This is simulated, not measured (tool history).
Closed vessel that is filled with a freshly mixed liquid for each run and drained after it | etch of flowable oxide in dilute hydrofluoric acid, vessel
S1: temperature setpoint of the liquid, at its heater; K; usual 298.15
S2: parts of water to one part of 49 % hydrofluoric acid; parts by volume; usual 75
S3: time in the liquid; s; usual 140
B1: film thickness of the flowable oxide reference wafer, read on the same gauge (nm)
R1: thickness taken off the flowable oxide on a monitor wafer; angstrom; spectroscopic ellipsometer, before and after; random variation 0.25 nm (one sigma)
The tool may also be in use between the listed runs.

run   hour      S1   S2   S3     B1      R1
  1      0  295.15   75  140  39.94   503.6
  2   29.4  295.15   75  140  40.01     504
  3   47.5  295.15   75  140  40.01   507.4
  4   63.3  298.15   65  140  40.03   664.1
  5    124  298.15   65  140  39.97   668.6
  6  156.1  298.15   75  140  39.99   572.1
  7  189.1  298.15   75  140  39.98   571.9
  8  269.4  298.15   75  140  39.98   574.7
     275.8  -- gauge calibrated
  9  291.9  294.65   75  140  39.99     499
 10  305.5  298.15   75  140  40.05   574.8
 11  338.7  298.15   75  140  39.96   572.4
 12  390.9  298.15   45  140  39.97   999.4
 13  405.8  298.15   75  140  39.96   574.2
 14  441.2  298.15   75  140  39.96   579.3
 15  470.3  298.15   75  140  39.98   577.8
 16  485.2  302.65   90  140  40.01     559
 17    500  295.65   55  190  40.01     998
     512.9  -- hydrofluoric acid flow meter replaced
 18  513.4  298.15   50  140  40.01   896.4
 19  543.1  298.15   75  140  39.99   580.9
 20  565.9  303.15   40  205  40.04  2041.1
 21  587.2  298.15   75  140     40   578.7
 22  617.6  298.15   75  140  40.02   583.7
     630.8  -- thermometer replaced
 23  639.8  298.15   75  140     40   522.5
 24  656.5  298.15   35   60     40     506
 25  691.9  302.15  105  210     40   627.5

The next listed run, before its measurement:
 26  705.2  303.15  65  70   ?   ?

{"run 26": {"B1": 40, "R1": 371.1}}
Without the tool's hidden state the same run would have given R1 370.1 angstrom.

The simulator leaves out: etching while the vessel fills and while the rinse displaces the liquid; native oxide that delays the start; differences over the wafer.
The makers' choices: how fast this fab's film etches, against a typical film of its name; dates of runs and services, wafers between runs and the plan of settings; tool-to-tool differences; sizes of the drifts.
